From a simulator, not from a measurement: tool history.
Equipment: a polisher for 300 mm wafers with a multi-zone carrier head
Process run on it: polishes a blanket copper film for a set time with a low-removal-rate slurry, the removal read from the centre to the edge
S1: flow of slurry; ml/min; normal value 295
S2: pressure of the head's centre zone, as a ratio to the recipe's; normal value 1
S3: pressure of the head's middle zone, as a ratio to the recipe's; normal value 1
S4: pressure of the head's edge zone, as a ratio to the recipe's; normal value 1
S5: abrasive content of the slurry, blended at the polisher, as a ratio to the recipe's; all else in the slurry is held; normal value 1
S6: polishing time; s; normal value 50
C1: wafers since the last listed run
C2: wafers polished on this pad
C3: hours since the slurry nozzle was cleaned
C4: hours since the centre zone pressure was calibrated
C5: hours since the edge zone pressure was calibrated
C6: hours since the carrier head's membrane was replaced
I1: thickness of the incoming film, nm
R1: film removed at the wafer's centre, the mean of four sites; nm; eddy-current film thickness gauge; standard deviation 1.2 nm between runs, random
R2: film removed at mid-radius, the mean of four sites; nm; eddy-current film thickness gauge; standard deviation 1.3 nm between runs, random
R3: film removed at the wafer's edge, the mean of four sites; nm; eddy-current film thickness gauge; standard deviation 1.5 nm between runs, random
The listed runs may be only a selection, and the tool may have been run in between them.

| run | hour | S1 | S2 | S3 | S4 | S5 | S6 | C1 | C2 | C3 | C4 | C5 | C6 | I1 | R1 | R2 | R3 |
|---|---|---|---|---|---|---|---|---|---|---|---|---|---|---|---|---|---|
| 1 | 0 | 295 | 1 | 1 | 1 | 1 | 42 | 0 | 1386 | 699.3 | 269.3 | 23.9 | 779.5 | 1082.3 | 93.9 | 95 | 92.2 |
| 2 | 31.3 | 295 | 1 | 1 | 1 | 1 | 50 | 359 | 1746 | 730.6 | 300.6 | 55.2 | 810.8 | 1067.9 | 109.5 | 106.5 | 111.5 |
|  | 35.8 | worn pad replaced by a new one |
| 3 | 61 | 295 | 0.94 | 1 | 1 | 1 | 50 | 295 | 289 | 760.3 | 330.3 | 84.9 | 840.5 | 1076.5 | 113.4 | 119.1 | 119.7 |
| 4 | 86.4 | 250 | 1 | 1 | 1.08 | 1 | 50 | 292 | 581 | 785.7 | 355.7 | 110.3 | 865.9 | 1073.1 | 116.9 | 115.5 | 117.5 |
|  | 105.9 | centre zone pressure recalibrated |
| 5 | 118.6 | 295 | 1.03 | 1 | 1.04 | 1 | 50 | 347 | 928 | 817.9 | 12.7 | 142.5 | 898.1 | 1062.2 | 120.2 | 115.4 | 119.4 |
| 6 | 132.5 | 295 | 1 | 1 | 1 | 1 | 50 | 159 | 1088 | 831.8 | 26.6 | 156.4 | 912 | 1091.8 | 116.4 | 112.3 | 113.4 |
| 7 | 155.6 | 355 | 1.11 | 1.12 | 1.08 | 1 | 50 | 265 | 1353 | 854.9 | 49.7 | 179.5 | 935.1 | 1060 | 126.7 | 125.3 | 118.3 |
| 8 | 184.7 | 295 | 0.9 | 1 | 0.91 | 1 | 50 | 334 | 1688 | 884 | 78.8 | 208.6 | 964.2 | 1068.2 | 99.2 | 108.9 | 104.1 |
|  | 213.6 | worn pad replaced by a new one |
| 9 | 214.1 | 360 | 1 | 1 | 1.06 | 1 | 50 | 292 | 5 | 913.4 | 108.2 | 238 | 993.6 | 1081.9 | 125.8 | 124.1 | 126.9 |
|  | 215.9 | slurry nozzle cleaned |
| 10 | 237.7 | 295 | 1 | 1.08 | 1 | 1 | 50 | 259 | 265 | 21.8 | 131.8 | 261.6 | 1017.2 | 1059.5 | 122.8 | 128.6 | 120.2 |
| 11 | 257.8 | 295 | 1 | 1 | 1 | 1 | 50 | 231 | 496 | 41.9 | 151.9 | 281.7 | 1037.3 | 1063.9 | 118.9 | 119.5 | 119.7 |
|  | 266.1 | carrier head's membrane replaced by a new one |
| 12 | 277.2 | 355 | 1 | 1.05 | 1 | 0.75 | 50 | 165 | 662 | 61.3 | 171.3 | 301.1 | 11.1 | 1086.1 | 112.2 | 116.4 | 109.6 |
| 13 | 290.2 | 295 | 1 | 0.94 | 1 | 1 | 50 | 149 | 811 | 74.3 | 184.3 | 314.1 | 24.1 | 1057 | 117.6 | 109.3 | 115.9 |
| 14 | 305.6 | 385 | 1 | 1 | 1 | 1 | 50 | 177 | 988 | 89.7 | 199.7 | 329.5 | 39.5 | 1069 | 118 | 115 | 116.4 |
| 15 | 331.5 | 295 | 0.89 | 1 | 0.96 | 1 | 50 | 297 | 1286 | 115.6 | 225.6 | 355.4 | 65.4 | 1068.3 | 100.5 | 113.2 | 111.4 |
| 16 | 354.6 | 295 | 1 | 1.09 | 1 | 1 | 50 | 265 | 1552 | 138.7 | 248.7 | 378.5 | 88.5 | 1063.4 | 110.9 | 118.7 | 109.1 |

Expected results for the next run?
|  | 362.9 | worn pad replaced by a new one |
| 17 | 373.9 | 295 | 1 | 1 | 1 | 1 | 50 | 175 | 126 | 158 | 268 | 397.8 | 107.8 | 1061.7 | ? | ? | ? |

{"run 17": {"R1": 124, "R2": 120.9, "R3": 125.1}}
With no hidden state in the tool, this same run would have given R1 125 nm, R2 121.8 nm, R3 126.1 nm.

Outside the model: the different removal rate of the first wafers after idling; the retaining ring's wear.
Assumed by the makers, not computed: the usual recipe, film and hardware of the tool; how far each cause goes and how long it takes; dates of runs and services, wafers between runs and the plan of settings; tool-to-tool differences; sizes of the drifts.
